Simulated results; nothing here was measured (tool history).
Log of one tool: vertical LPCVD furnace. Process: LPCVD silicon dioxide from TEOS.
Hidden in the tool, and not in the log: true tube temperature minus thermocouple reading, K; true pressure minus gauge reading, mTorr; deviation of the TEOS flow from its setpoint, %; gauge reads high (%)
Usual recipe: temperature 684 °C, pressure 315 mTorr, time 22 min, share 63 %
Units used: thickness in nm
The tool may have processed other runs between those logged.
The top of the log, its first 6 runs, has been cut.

| run | hour | temperature | pressure | time | share | wafers since the last listed run | hours since the last temperature calibration | hours since the pressure gauge was zeroed | hours since the TEOS flow controller was replaced | hours since the gauge calibration | read-back reference wafer on the same gauge, thickness | thickness |
|---|---|---|---|---|---|---|---|---|---|---|---|---|
| 7 | 428.8 | 684 | 315 | 22 | 63 | 995 | 212.9 | 1874.4 | 5481.8 | 4534 | 107.48 | 100.14 |
| 8 | 483 | 684 | 315 | 22 | 63 | 837 | 267.1 | 1928.6 | 5536 | 4588.2 | 107.54 | 100.12 |
| 9 | 548.6 | 684 | 315 | 22 | 63 | 1013 | 332.7 | 1994.2 | 5601.6 | 4653.8 | 107.31 | 99.58 |
|  | 619.7 | pressure gauge zeroed |
| 10 | 655.6 | 684 | 270 | 22 | 63 | 1282 | 439.7 | 35.9 | 5708.6 | 4760.8 | 107.46 | 92.79 |
| 11 | 736.7 | 691 | 265 | 14.5 | 59 | 1253 | 520.8 | 117 | 5789.7 | 4841.9 | 107.4 | 69.04 |
| 12 | 811.2 | 684 | 315 | 22 | 56 | 1151 | 595.3 | 191.5 | 5864.2 | 4916.4 | 107.61 | 94.09 |
| 13 | 880.5 | 672 | 285 | 22 | 63 | 1071 | 664.6 | 260.8 | 5933.5 | 4985.7 | 107.54 | 71.71 |
|  | 933.9 | gauge calibrated |
|  | 983.9 | TEOS flow controller replaced |
| 14 | 984.4 | 684 | 315 | 22 | 63 | 1235 | 768.5 | 364.7 | 0.5 | 50.5 | 107.23 | 100.37 |
| 15 | 1047.7 | 684 | 315 | 22 | 63 | 978 | 831.8 | 428 | 63.8 | 113.8 | 107.43 | 99.87 |
| 16 | 1136.4 | 684 | 315 | 22 | 63 | 1371 | 920.5 | 516.7 | 152.5 | 202.5 | 107.35 | 101.06 |
| 17 | 1211.6 | 684 | 250 | 22 | 63 | 1162 | 995.7 | 591.9 | 227.7 | 277.7 | 107.53 | 89.84 |
| 18 | 1285.7 | 673 | 375 | 24.5 | 60 | 1145 | 1069.8 | 666 | 301.8 | 351.8 | 107.39 | 90.67 |
| 19 | 1386.6 | 674 | 285 | 22 | 63 | 1559 | 1170.7 | 766.9 | 402.7 | 452.7 | 107.56 | 75.71 |
| 20 | 1489.8 | 684 | 315 | 22 | 63 | 1595 | 1273.9 | 870.1 | 505.9 | 555.9 | 107.51 | 100.06 |
| 21 | 1589.3 | 684 | 315 | 22 | 63 | 1537 | 1373.4 | 969.6 | 605.4 | 655.4 | 107.5 | 100.75 |
| 22 | 1626.8 | 694 | 280 | 27 | 63 | 579 | 1410.9 | 1007.1 | 642.9 | 692.9 | 107.29 | 148.74 |
| 23 | 1676.7 | 674 | 315 | 22 | 68 | 771 | 1460.8 | 1057 | 692.8 | 742.8 | 107.57 | 82.78 |
| 24 | 1714.6 | 684 | 315 | 22 | 63 | 585 | 1498.7 | 1094.9 | 730.7 | 780.7 | 107.6 | 100.44 |
| 25 | 1857.9 | 675 | 360 | 22 | 51 | 2214 | 1642 | 1238.2 | 874 | 924 | 107.47 | 78.29 |
| 26 | 2181.8 | 684 | 315 | 22 | 71 | 5006 | 1965.9 | 1562.1 | 1197.9 | 1247.9 | 107.33 | 108.13 |
| 27 | 2225.4 | 684 | 315 | 22 | 63 | 673 | 2009.5 | 1605.7 | 1241.5 | 1291.5 | 107.58 | 100.2 |
| 28 | 2288.1 | 684 | 265 | 22 | 57 | 969 | 2072.2 | 1668.4 | 1304.2 | 1354.2 | 107.66 | 88.93 |
| 29 | 2379.5 | 672 | 385 | 26.5 | 60 | 1412 | 2163.6 | 1759.8 | 1395.6 | 1445.6 | 107.4 | 98.48 |
| 30 | 2486.8 | 684 | 315 | 22 | 59 | 1658 | 2270.9 | 1867.1 | 1502.9 | 1552.9 | 107.7 | 99.02 |
| 31 | 2575.5 | 684 | 365 | 22 | 63 | 1371 | 2359.6 | 1955.8 | 1591.6 | 1641.6 | 107.39 | 108.23 |

4 ways to go on from here, each from the tool as it stands after run 31. What would each give?
| A | 2579.9 | 684 | 255 | 22 | 63 | 68 | 2364 | 1960.2 | 1596 | 1646 | ? | ? |
| B | 2579.9 | 678 | 365 | 22 | 63 | 68 | 2364 | 1960.2 | 1596 | 1646 | ? | ? |
| C | 2579.9 | 689 | 315 | 22 | 68 | 68 | 2364 | 1960.2 | 1596 | 1646 | ? | ? |
| D | 2579.9 | 674 | 250 | 22 | 63 | 68 | 2364 | 1960.2 | 1596 | 1646 | ? | ? |

| run | read-back reference wafer on the same gauge, thickness | thickness |
|---|---|---|
| A | 107.69 | 91.84 |
| B | 107.69 | 95.05 |
| C | 107.69 | 119.5 |
| D | 107.69 | 71.35 |
With the hidden condition removed and each run's random variation left untouched, the same runs would have given:
| run | thickness |
|---|---|
| A | 89.85 |
| B | 92.97 |
| C | 116.93 |
| D | 69.77 |
